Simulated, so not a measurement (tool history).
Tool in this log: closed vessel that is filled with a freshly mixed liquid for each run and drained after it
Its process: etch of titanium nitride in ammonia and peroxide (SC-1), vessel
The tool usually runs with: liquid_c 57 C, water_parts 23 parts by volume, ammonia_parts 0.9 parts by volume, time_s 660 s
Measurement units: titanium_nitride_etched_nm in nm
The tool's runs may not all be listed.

run	hour	liquid_c	water_parts	ammonia_parts	time_s	read-back film thickness of the titanium nitride reference wafer, read on the same gauge (nm)	titanium_nitride_etched_nm
1	0	57	23	0.9	850	90.02	63.84
2	24.5	57	23	0.9	850	90.01	64.1
3	39.8	57	23	0.9	660	90.03	49.1
4	71.6	57	23	0.9	660	90.01	49.8
5	104	57	23	0.9	660	89.97	50.02
6	138.3	57	23	0.9	660	89.99	49.44
7	152.8	57	23	0.9	660	89.98	49.96
8	173.2	57	23	0.9	660	90.02	49.91
9	198.2	57	23	0.9	660	90.01	49.56
10	211.8	57	23	0.9	660	89.97	49.03
11	231.6	60	23	0.9	660	90	61.21
# hour 253.2: ammonia flow meter replaced
# hour 282.3: thermometer replaced
12	337.2	63.5	28.5	0.9	845	89.98	86.43
# hour 357: new drum of ammonia solution connected
13	362.6	66.5	14	1.2	450	90	84.91
# hour 363.3: gauge calibrated
14	384.4	57	23	0.9	660	89.98	49.81
15	396.8	57	23	0.9	660	90.01	49.27
16	410.4	49.5	13	1.2	405	89.98	26.24
17	439.5	59.5	23	1.2	660	89.98	61.64
18	452.9	57	23	0.9	660	90	49.52

Run 19 is up next; what results do you expect?
19	467.3	67	23	1	660	?	?

{"run 19": {"read-back film thickness of the titanium nitride reference wafer, read on the same gauge (nm)": 90.01, "titanium_nitride_etched_nm": 96.7}}
With the hidden condition absent and the run-to-run variation left alone, this run would have shown titanium_nitride_etched_nm 96.7 nm.
